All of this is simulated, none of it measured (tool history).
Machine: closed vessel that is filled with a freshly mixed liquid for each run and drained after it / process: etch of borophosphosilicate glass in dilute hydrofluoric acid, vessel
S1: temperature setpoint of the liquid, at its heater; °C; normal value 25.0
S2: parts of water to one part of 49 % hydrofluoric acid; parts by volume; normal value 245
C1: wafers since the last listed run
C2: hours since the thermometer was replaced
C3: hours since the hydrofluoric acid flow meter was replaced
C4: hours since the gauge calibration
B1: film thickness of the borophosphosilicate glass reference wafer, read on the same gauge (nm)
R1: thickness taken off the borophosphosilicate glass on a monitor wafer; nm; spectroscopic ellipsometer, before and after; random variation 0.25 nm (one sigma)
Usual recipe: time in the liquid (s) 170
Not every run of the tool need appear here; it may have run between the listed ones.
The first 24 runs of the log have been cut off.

{"run": 25, "hour": 2049.5, "S1": 28.0, "S2": 285, "time in the liquid (s)": 115, "C1": 6113, "C2": 1066.8, "C3": 1402.7, "C4": 531.7, "B1": 148.71, "R1": 20.84}
{"run": 26, "hour": 2139.5, "S1": 25.0, "S2": 245, "time in the liquid (s)": 235, "C1": 11582, "C2": 1156.8, "C3": 1492.7, "C4": 621.7, "B1": 148.39, "R1": 44.99}
{"run": 27, "hour": 2230.0, "S1": 25.0, "S2": 245, "time in the liquid (s)": 170, "C1": 11647, "C2": 1247.3, "C3": 1583.2, "C4": 712.2, "B1": 148.04, "R1": 33.13}
{"run": 28, "hour": 2288.2, "S1": 26.5, "S2": 210, "time in the liquid (s)": 170, "C1": 7490, "C2": 1305.5, "C3": 1641.4, "C4": 770.4, "B1": 147.8, "R1": 42.26}
{"run": 29, "hour": 2392.6, "S1": 22.0, "S2": 320, "time in the liquid (s)": 85, "C1": 13436, "C2": 1409.9, "C3": 1745.8, "C4": 874.8, "B1": 147.4, "R1": 10.5}
{"hour": 2457.9, "done": "thermometer replaced"}
{"run": 30, "hour": 2473.9, "S1": 30.0, "S2": 205, "time in the liquid (s)": 225, "C1": 10334, "C2": 16.0, "C3": 1827.1, "C4": 956.1, "B1": 147.08, "R1": 64.83}
{"run": 31, "hour": 2534.5, "S1": 28.0, "S2": 325, "time in the liquid (s)": 210, "C1": 7799, "C2": 76.6, "C3": 1887.7, "C4": 1016.7, "B1": 146.88, "R1": 30.83}
{"run": 32, "hour": 2618.4, "S1": 23.0, "S2": 195, "time in the liquid (s)": 210, "C1": 10797, "C2": 160.5, "C3": 1971.6, "C4": 1100.6, "B1": 146.55, "R1": 49.28}

Branching from run 32: 3 alternative next runs. What would each branch give?
{"run": "A", "hour": 2619.1, "S1": 25.0, "S2": 165, "time in the liquid (s)": 170, "C1": 90, "C2": 161.2, "C3": 1972.3, "C4": 1101.3, "B1": "?", "R1": "?"}
{"run": "B", "hour": 2619.1, "S1": 27.0, "S2": 290, "time in the liquid (s)": 170, "C1": 90, "C2": 161.2, "C3": 1972.3, "C4": 1101.3, "B1": "?", "R1": "?"}
{"run": "C", "hour": 2619.1, "S1": 27.5, "S2": 295, "time in the liquid (s)": 170, "C1": 90, "C2": 161.2, "C3": 1972.3, "C4": 1101.3, "B1": "?", "R1": "?"}

run=A B1=146.52 R1=53.10
run=B B1=146.52 R1=28.29
run=C B1=146.52 R1=28.14
With the hidden condition removed and each run's random variation left untouched, the same runs would have given:
run=A R1=54.34
run=B R1=28.96
run=C R1=28.80
